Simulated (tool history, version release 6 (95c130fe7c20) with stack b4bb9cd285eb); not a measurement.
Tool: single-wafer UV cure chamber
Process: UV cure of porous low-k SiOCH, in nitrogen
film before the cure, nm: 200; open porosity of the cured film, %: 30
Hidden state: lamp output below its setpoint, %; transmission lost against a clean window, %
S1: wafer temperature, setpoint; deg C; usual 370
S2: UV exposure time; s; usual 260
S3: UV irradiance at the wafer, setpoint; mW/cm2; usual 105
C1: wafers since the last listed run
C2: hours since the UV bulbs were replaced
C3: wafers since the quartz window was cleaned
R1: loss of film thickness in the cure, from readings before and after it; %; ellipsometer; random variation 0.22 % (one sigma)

| run | day | S1 | S2 | S3 | C1 | C2 | C3 | R1 |
|---|---|---|---|---|---|---|---|---|
| 1 | 0.000 | 370 | 180 | 105 | 0 | 17.3 | 1794 | 12.549 |
| 2 | 3.538 | 370 | 180 | 105 | 806 | 102.2 | 2601 | 12.418 |
| 3 | 5.467 | 370 | 180 | 105 | 440 | 148.5 | 3041 | 12.345 |
| 4 | 7.783 | 370 | 260 | 105 | 528 | 204.1 | 3569 | 14.126 |
| 5 | 10.212 | 370 | 260 | 105 | 554 | 262.4 | 4124 | 13.741 |
| 6 | 12.667 | 370 | 260 | 105 | 559 | 321.3 | 4683 | 14.023 |
| 7 | 14.862 | 370 | 260 | 105 | 500 | 374.0 | 5184 | 13.833 |
| 8 | 16.738 | 370 | 260 | 105 | 427 | 419.0 | 5612 | 13.693 |
|  | 19.617 | quartz window cleaned |
| 9 | 19.638 | 370 | 260 | 105 | 585 | 488.6 | 4 | 14.888 |
| 10 | 22.950 | 362 | 260 | 105 | 755 | 568.1 | 760 | 14.522 |
| 11 | 26.112 | 362 | 260 | 105 | 721 | 644.0 | 1481 | 14.192 |
| 12 | 29.392 | 362 | 260 | 105 | 748 | 722.7 | 2229 | 14.072 |
| 13 | 32.100 | 370 | 260 | 105 | 617 | 787.7 | 2847 | 13.849 |
| 14 | 35.508 | 370 | 260 | 105 | 777 | 869.5 | 3624 | 14.012 |
|  | 39.412 | UV bulbs replaced |
| 15 | 39.596 | 370 | 260 | 105 | 856 | 4.4 | 4481 | 13.677 |
| 16 | 42.354 | 370 | 260 | 105 | 629 | 70.6 | 5110 | 13.579 |
|  | 46.429 | quartz window cleaned |
| 17 | 48.808 | 370 | 210 | 105 | 1396 | 225.5 | 543 | 13.584 |
| 18 | 50.792 | 370 | 210 | 105 | 452 | 273.1 | 995 | 13.195 |
| 19 | 60.200 | 370 | 370 | 105 | 2146 | 498.9 | 3141 | 16.071 |
| 20 | 64.575 | 354 | 325 | 105 | 997 | 603.9 | 4139 | 14.931 |
| 21 | 68.450 | 370 | 260 | 105 | 883 | 696.9 | 5023 | 13.789 |
| 22 | 70.821 | 387 | 405 | 80 | 540 | 753.8 | 5564 | 14.995 |
|  | 73.417 | quartz window cleaned |
| 23 | 73.438 | 363 | 390 | 69 | 520 | 816.6 | 4 | 14.961 |
|  | 81.104 | UV bulbs replaced |
| 24 | 85.488 | 370 | 260 | 105 | 2672 | 105.2 | 2677 | 14.411 |
| 25 | 94.821 | 385 | 355 | 105 | 2129 | 329.2 | 4806 | 16.027 |
|  | 96.854 | quartz window cleaned |
| 26 | 99.079 | 375 | 175 | 105 | 895 | 431.4 | 507 | 12.736 |
| 27 | 102.117 | 370 | 260 | 105 | 692 | 504.3 | 1200 | 15.025 |
| 28 | 104.567 | 370 | 310 | 135 | 558 | 563.1 | 1759 | 16.411 |
| 29 | 106.108 | 370 | 120 | 93 | 351 | 600.1 | 2110 | 9.808 |
| 30 | 107.883 | 370 | 170 | 105 | 404 | 642.7 | 2515 | 11.818 |
| 31 | 110.867 | 370 | 135 | 105 | 680 | 714.3 | 3196 | 10.759 |
| 32 | 113.296 | 370 | 260 | 105 | 554 | 772.6 | 3750 | 14.249 |
| 33 | 116.304 | 379 | 360 | 132 | 686 | 844.8 | 4436 | 17.175 |
| 34 | 117.946 | 370 | 300 | 105 | 374 | 884.2 | 4811 | 14.632 |
| 35 | 122.083 | 370 | 260 | 144 | 943 | 983.5 | 5755 | 15.564 |
| 36 | 123.883 | 377 | 375 | 105 | 410 | 1026.7 | 6165 | 16.105 |
|  | 125.517 | quartz window cleaned |
| 37 | 127.825 | 375 | 365 | 122 | 823 | 1121.3 | 526 | 16.741 |

What the log doesn't show, run by run:
lamp output below its setpoint, %: 0 in every run
H1: transmission lost against a clean window, %
| run | H1 |
|---|---|
| 1 | 13.5 |
| 2 | 16.2 |
| 3 | 17.3 |
| 4 | 18.3 |
| 5 | 19.1 |
| 6 | 19.7 |
| 7 | 20.1 |
| 8 | 20.4 |
| 9 | 3.43 |
| 10 | 10.2 |
| 11 | 14.6 |
| 12 | 17.7 |
| 13 | 19.6 |
| 14 | 21.2 |
| 15 | 22.4 |
| 16 | 23 |
| 17 | 6.27 |
| 18 | 9.58 |
| 19 | 18 |
| 20 | 19.7 |
| 21 | 20.6 |
| 22 | 21 |
| 23 | 0.626 |
| 24 | 16.5 |
| 25 | 19.9 |
| 26 | 5.45 |
| 27 | 10.3 |
| 28 | 13.1 |
| 29 | 14.6 |
| 30 | 15.9 |
| 31 | 17.6 |
| 32 | 18.6 |
| 33 | 19.5 |
| 34 | 19.9 |
| 35 | 20.6 |
| 36 | 20.8 |
| 37 | 9.12 |
